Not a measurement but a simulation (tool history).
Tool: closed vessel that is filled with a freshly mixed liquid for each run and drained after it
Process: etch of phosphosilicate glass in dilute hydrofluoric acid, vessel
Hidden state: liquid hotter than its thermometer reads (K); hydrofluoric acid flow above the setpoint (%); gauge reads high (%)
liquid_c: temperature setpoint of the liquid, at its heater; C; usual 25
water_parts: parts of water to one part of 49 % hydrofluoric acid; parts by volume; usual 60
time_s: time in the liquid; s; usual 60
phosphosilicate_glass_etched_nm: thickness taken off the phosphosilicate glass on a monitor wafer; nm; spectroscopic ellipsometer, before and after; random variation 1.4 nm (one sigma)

run	hour	liquid_c	water_parts	time_s	wafers since the last listed run	hours since the thermometer was replaced	hours since the hydrofluoric acid flow meter was replaced	hours since the gauge calibration	read-back film thickness of the phosphosilicate glass reference wafer, read on the same gauge (nm)	phosphosilicate_glass_etched_nm
1	0	25	60	60	0	1831.5	32.1	566.4	129.98	166.56
2	102.5	25	60	60	9151	1934	134.6	668.9	130.03	168.39
3	195.7	21.5	60	40	8321	2027.2	227.8	762.1	129.97	96.95
4	237.5	21.5	60	40	3731	2069	269.6	803.9	129.99	98.03
5	333.1	25	75	60	8535	2164.6	365.2	899.5	130.07	130.59
6	411.2	25	60	60	6972	2242.7	443.3	977.6	130.03	168.78
7	518.8	25	60	60	9606	2350.3	550.9	1085.2	129.95	168.67
8	601.1	25	60	60	7347	2432.6	633.2	1167.5	129.99	167.4
9	643.4	25	60	60	3776	2474.9	675.5	1209.8	129.99	170.28
10	735.7	25	60	60	8240	2567.2	767.8	1302.1	129.99	170.74
11	783.3	24	35	60	4249	2614.8	815.4	1349.7	130.03	293.22
# hour 813: thermometer replaced
12	874.3	25	60	60	8035	61.3	906.4	1440.7	130.03	171.04
13	944.9	25	60	60	6303	131.9	977	1511.3	129.98	171.12
# hour 979.7: gauge calibrated
14	981.8	26.5	75	80	3294	168.8	1013.9	2.1	130	190.67
15	1046.1	25	60	95	5740	233.1	1078.2	66.4	130	273.21
16	1153	23.5	45	35	9544	340	1185.1	173.3	130.02	129.63
# hour 1164.7: hydrofluoric acid flow meter replaced
17	1189.3	25	60	60	3151	376.3	24.6	209.6	130	166.39
18	1418.6	22.5	70	35	20472	605.6	253.9	438.9	129.98	74.89
19	1544.7	23.5	60	60	11258	731.7	380	565	129.98	159.09
20	1632.9	25	75	80	7874	819.9	468.2	653.2	129.99	177.25
21	1684.3	21.5	50	70	4589	871.3	519.6	704.6	130.03	209.4

Run 22 comes next. What will it give?
22	1776.3	25	60	60	8213	963.3	611.6	796.6	?	?

Run 22 gave read-back film thickness of the phosphosilicate glass reference wafer, read on the same gauge (nm) 130.02, phosphosilicate_glass_etched_nm 170.26 nm.
Without the tool's hidden state the same run would have given phosphosilicate_glass_etched_nm 166.16 nm.

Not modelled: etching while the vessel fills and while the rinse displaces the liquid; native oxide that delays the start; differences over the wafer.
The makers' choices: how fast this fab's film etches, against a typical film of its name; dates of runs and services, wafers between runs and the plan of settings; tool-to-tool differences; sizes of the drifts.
